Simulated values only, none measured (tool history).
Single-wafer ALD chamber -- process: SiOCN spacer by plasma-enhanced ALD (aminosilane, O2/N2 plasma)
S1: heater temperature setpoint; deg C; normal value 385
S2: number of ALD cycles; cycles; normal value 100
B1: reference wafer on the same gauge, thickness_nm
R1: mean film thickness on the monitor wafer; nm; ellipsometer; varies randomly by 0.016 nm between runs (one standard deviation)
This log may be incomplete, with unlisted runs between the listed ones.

{"run": 1, "hour": 0.0, "S1": 385, "S2": 100, "B1": 5.089, "R1": 6.165}
{"run": 2, "hour": 32.4, "S1": 385, "S2": 100, "B1": 5.075, "R1": 6.158}
{"run": 3, "hour": 79.6, "S1": 385, "S2": 100, "B1": 5.067, "R1": 6.146}
{"run": 4, "hour": 104.9, "S1": 385, "S2": 100, "B1": 5.063, "R1": 6.14}
{"run": 5, "hour": 151.2, "S1": 385, "S2": 106, "B1": 5.059, "R1": 6.532}
{"run": 6, "hour": 201.5, "S1": 385, "S2": 106, "B1": 5.055, "R1": 6.518}
{"hour": 230.3, "done": "gauge calibrated"}
{"run": 7, "hour": 269.4, "S1": 385, "S2": 106, "B1": 5.099, "R1": 6.547}
{"run": 8, "hour": 323.2, "S1": 399, "S2": 100, "B1": 5.081, "R1": 6.168}
{"run": 9, "hour": 350.5, "S1": 385, "S2": 82, "B1": 5.075, "R1": 5.039}
{"hour": 361.8, "done": "thermocouple changed; heater temperature recalibrated"}
{"run": 10, "hour": 388.9, "S1": 385, "S2": 100, "B1": 5.069, "R1": 6.157}
{"run": 11, "hour": 451.8, "S1": 373, "S2": 106, "B1": 5.062, "R1": 6.533}
{"run": 12, "hour": 486.7, "S1": 374, "S2": 117, "B1": 5.062, "R1": 7.233}
{"run": 13, "hour": 517.4, "S1": 391, "S2": 86, "B1": 5.059, "R1": 5.272}
{"run": 14, "hour": 541.6, "S1": 385, "S2": 100, "B1": 5.062, "R1": 6.15}

Hidden state or all else? Some run-to-run changes of R1, split into what the settings, what came in and random variation would give without the hidden state, and what is left for the hidden state (with any gauge scatter that isn't in both results):
What the log doesn't record here: wafer temperature above the value expected at the setpoint (K); gauge reads high (%).
Run 6 -> 7: gauge calibrated. R1 +0.029 nm: hidden state +0.053, all else -0.024.
Run 12 -> 13: S1 374 -> 391, S2 117 -> 86. R1 -1.961 nm: hidden state +0.018, all else -1.979.
